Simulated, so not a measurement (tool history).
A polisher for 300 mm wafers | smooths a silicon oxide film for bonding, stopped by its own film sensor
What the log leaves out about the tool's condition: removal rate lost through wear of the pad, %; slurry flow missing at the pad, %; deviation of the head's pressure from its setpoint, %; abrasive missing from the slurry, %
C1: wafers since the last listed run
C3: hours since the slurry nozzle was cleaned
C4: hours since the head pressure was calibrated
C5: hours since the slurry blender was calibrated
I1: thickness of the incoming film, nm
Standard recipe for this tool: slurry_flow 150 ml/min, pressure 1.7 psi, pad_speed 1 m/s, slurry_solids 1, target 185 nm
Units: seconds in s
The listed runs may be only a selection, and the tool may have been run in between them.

{"run": 1, "hour": 0.0, "slurry_flow": 150, "pressure": 1.7, "pad_speed": 1, "slurry_solids": 1, "target": 185, "C1": 0, "wafers polished on this pad": 298, "C3": 378.1, "C4": 747.2, "C5": 178.5, "I1": 230, "seconds": 92}
{"run": 2, "hour": 8.1, "slurry_flow": 150, "pressure": 1.7, "pad_speed": 1, "slurry_solids": 1, "target": 185, "C1": 75, "wafers polished on this pad": 374, "C3": 386.2, "C4": 755.3, "C5": 186.6, "I1": 229.8, "seconds": 94.5}
{"run": 3, "hour": 21.6, "slurry_flow": 150, "pressure": 1.7, "pad_speed": 1, "slurry_solids": 1, "target": 185, "C1": 125, "wafers polished on this pad": 500, "C3": 399.7, "C4": 768.8, "C5": 200.1, "I1": 233.1, "seconds": 99.6}
{"run": 4, "hour": 35.3, "slurry_flow": 150, "pressure": 1.7, "pad_speed": 1, "slurry_solids": 1, "target": 178, "C1": 127, "wafers polished on this pad": 628, "C3": 413.4, "C4": 782.5, "C5": 213.8, "I1": 232.8, "seconds": 116.9}
{"run": 5, "hour": 45.0, "slurry_flow": 150, "pressure": 1.7, "pad_speed": 1.08, "slurry_solids": 1, "target": 185, "C1": 90, "wafers polished on this pad": 718, "C3": 423.1, "C4": 792.2, "C5": 223.5, "I1": 231.5, "seconds": 91.5}
{"hour": 49.1, "done": "worn pad replaced by a new one"}
{"run": 6, "hour": 53.4, "slurry_flow": 150, "pressure": 1.7, "pad_speed": 1.08, "slurry_solids": 1, "target": 185, "C1": 41, "wafers polished on this pad": 39, "C3": 431.5, "C4": 800.6, "C5": 231.9, "I1": 225.2, "seconds": 69.9}
{"run": 7, "hour": 61.8, "slurry_flow": 150, "pressure": 1.7, "pad_speed": 1.08, "slurry_solids": 1, "target": 185, "C1": 78, "wafers polished on this pad": 118, "C3": 439.9, "C4": 809, "C5": 240.3, "I1": 230.9, "seconds": 83}
{"run": 8, "hour": 71.6, "slurry_flow": 150, "pressure": 1.7, "pad_speed": 1, "slurry_solids": 0.85, "target": 185, "C1": 91, "wafers polished on this pad": 209, "C3": 449.7, "C4": 818.8, "C5": 250.1, "I1": 230.7, "seconds": 95.2}
{"run": 9, "hour": 78.8, "slurry_flow": 150, "pressure": 1.7, "pad_speed": 1, "slurry_solids": 0.85, "target": 185, "C1": 67, "wafers polished on this pad": 276, "C3": 456.9, "C4": 826, "C5": 257.3, "I1": 235.2, "seconds": 110.6}
{"run": 10, "hour": 86.1, "slurry_flow": 150, "pressure": 1.7, "pad_speed": 1, "slurry_solids": 1, "target": 185, "C1": 68, "wafers polished on this pad": 344, "C3": 464.2, "C4": 833.3, "C5": 264.6, "I1": 231.6, "seconds": 96}
{"run": 11, "hour": 94.6, "slurry_flow": 150, "pressure": 1.7, "pad_speed": 1, "slurry_solids": 1, "target": 185, "C1": 79, "wafers polished on this pad": 424, "C3": 472.7, "C4": 841.8, "C5": 273.1, "I1": 234.3, "seconds": 98.4}
{"hour": 104.8, "done": "head pressure recalibrated"}
{"run": 12, "hour": 107.8, "slurry_flow": 150, "pressure": 1.7, "pad_speed": 1, "slurry_solids": 1, "target": 185, "C1": 104, "wafers polished on this pad": 528, "C3": 485.9, "C4": 3, "C5": 286.3, "I1": 232.2, "seconds": 95.1}
{"hour": 124.5, "done": "slurry nozzle cleaned"}
{"run": 13, "hour": 125.0, "slurry_flow": 150, "pressure": 1.7, "pad_speed": 1.2, "slurry_solids": 1, "target": 200, "C1": 151, "wafers polished on this pad": 679, "C3": 0.5, "C4": 20.2, "C5": 303.5, "I1": 228.8, "seconds": 51.4}
{"hour": 136.8, "done": "worn pad replaced by a new one"}
{"run": 14, "hour": 137.3, "slurry_flow": 150, "pressure": 1.7, "pad_speed": 1, "slurry_solids": 1, "target": 185, "C1": 77, "wafers polished on this pad": 4, "C3": 12.8, "C4": 32.5, "C5": 315.8, "I1": 228.8, "seconds": 81.7}
{"run": 15, "hour": 146.6, "slurry_flow": 135, "pressure": 1.7, "pad_speed": 1, "slurry_solids": 1, "target": 190, "C1": 86, "wafers polished on this pad": 91, "C3": 22.1, "C4": 41.8, "C5": 325.1, "I1": 231, "seconds": 78.3}
{"run": 16, "hour": 154.2, "slurry_flow": 150, "pressure": 2.1, "pad_speed": 1, "slurry_solids": 1.1, "target": 185, "C1": 70, "wafers polished on this pad": 162, "C3": 29.7, "C4": 49.4, "C5": 332.7, "I1": 234.4, "seconds": 77.3}
{"run": 17, "hour": 166.9, "slurry_flow": 120, "pressure": 1.2, "pad_speed": 1, "slurry_solids": 1, "target": 185, "C1": 118, "wafers polished on this pad": 280, "C3": 42.4, "C4": 62.1, "C5": 345.4, "I1": 227.5, "seconds": 118.6}
{"run": 18, "hour": 173.4, "slurry_flow": 180, "pressure": 1.7, "pad_speed": 0.7, "slurry_solids": 0.7, "target": 185, "C1": 60, "wafers polished on this pad": 341, "C3": 48.9, "C4": 68.6, "C5": 351.9, "I1": 232.5, "seconds": 153.1}

What will run 19 give?
{"hour": 201.0, "done": "slurry blender recalibrated"}
{"run": 19, "hour": 207.4, "slurry_flow": 150, "pressure": 1.7, "pad_speed": 1, "slurry_solids": 1, "target": 185, "C1": 298, "wafers polished on this pad": 640, "C3": 82.9, "C4": 102.6, "C5": 6.4, "I1": 231.9, "seconds": "?"}

seconds: 98.5 s
Minus the tool's unlogged condition, the same run would have read seconds 86 s.
